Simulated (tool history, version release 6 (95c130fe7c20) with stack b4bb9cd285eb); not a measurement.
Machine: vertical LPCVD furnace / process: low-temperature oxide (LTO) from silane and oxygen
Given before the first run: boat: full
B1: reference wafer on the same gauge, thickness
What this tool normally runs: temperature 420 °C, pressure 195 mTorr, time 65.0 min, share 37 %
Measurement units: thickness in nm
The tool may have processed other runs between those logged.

run 1 hour=0.0 | temperature=420 pressure=195 time=65.0 share=37 | B1=476.74 | thickness=594.95
run 2 hour=11.6 | temperature=420 pressure=195 time=65.0 share=37 | B1=476.94 | thickness=593.75
run 3 hour=18.8 | temperature=420 pressure=195 time=65.0 share=37 | B1=476.72 | thickness=588.14
run 4 hour=28.2 | temperature=420 pressure=195 time=65.0 share=37 | B1=477.41 | thickness=595.78
run 5 hour=39.8 | temperature=420 pressure=195 time=65.0 share=37 | B1=476.39 | thickness=589.58
run 6 hour=53.0 | temperature=420 pressure=195 time=65.0 share=37 | B1=477.64 | thickness=587.05
run 7 hour=64.7 | temperature=420 pressure=195 time=47.0 share=37 | B1=477.82 | thickness=425.86
run 8 hour=77.7 | temperature=420 pressure=195 time=47.0 share=37 | B1=476.62 | thickness=427.17
run 9 hour=96.9 | temperature=420 pressure=195 time=47.0 share=37 | B1=476.71 | thickness=428.61
-- hour=138.1 thermocouples replaced and temperature profile calibrated
run 10 hour=138.6 | temperature=420 pressure=195 time=65.0 share=37 | B1=477.35 | thickness=592.13
run 11 hour=143.3 | temperature=420 pressure=195 time=65.0 share=37 | B1=476.64 | thickness=592.62
run 12 hour=148.0 | temperature=420 pressure=195 time=65.0 share=37 | B1=477.46 | thickness=593.56
-- hour=169.9 pressure gauge zeroed
run 13 hour=170.4 | temperature=420 pressure=195 time=65.0 share=37 | B1=477.04 | thickness=590.52
run 14 hour=218.3 | temperature=420 pressure=195 time=65.0 share=37 | B1=476.95 | thickness=592.89
-- hour=224.2 gauge calibrated
run 15 hour=234.3 | temperature=420 pressure=195 time=65.0 share=32 | B1=477.21 | thickness=491.28
run 16 hour=244.4 | temperature=431 pressure=155 time=84.0 share=37 | B1=476.68 | thickness=676.72
run 17 hour=256.3 | temperature=413 pressure=175 time=73.0 share=37 | B1=477.08 | thickness=555.80
run 18 hour=270.0 | temperature=420 pressure=195 time=74.5 share=41 | B1=477.13 | thickness=764.17
-- hour=306.2 silane flow controller replaced
run 19 hour=306.7 | temperature=411 pressure=245 time=78.0 share=31 | B1=477.16 | thickness=641.23
run 20 hour=314.6 | temperature=420 pressure=175 time=78.0 share=31 | B1=477.61 | thickness=502.79
run 21 hour=322.1 | temperature=420 pressure=195 time=65.0 share=37 | B1=476.75 | thickness=591.07
run 22 hour=330.9 | temperature=417 pressure=195 time=65.0 share=41 | B1=477.50 | thickness=648.64
run 23 hour=338.0 | temperature=420 pressure=195 time=65.0 share=37 | B1=477.71 | thickness=593.40
run 24 hour=346.0 | temperature=408 pressure=195 time=41.0 share=42 | B1=476.70 | thickness=381.65
run 25 hour=359.4 | temperature=420 pressure=210 time=46.0 share=37 | B1=477.30 | thickness=449.78
run 26 hour=372.5 | temperature=410 pressure=195 time=72.5 share=37 | B1=477.32 | thickness=589.03
run 27 hour=386.7 | temperature=420 pressure=240 time=65.0 share=31 | B1=477.27 | thickness=578.23
run 28 hour=401.1 | temperature=414 pressure=195 time=65.0 share=43 | B1=476.62 | thickness=660.20

What was the tool's hidden state at every run in the log?
true tube temperature minus thermocouple reading, K: 0 across all the runs
true pressure minus gauge reading, mTorr: 0 across all the runs
deviation of the silane flow from its setpoint, %: 0 across all the runs
gauge reads high (%): 0 across all the runs
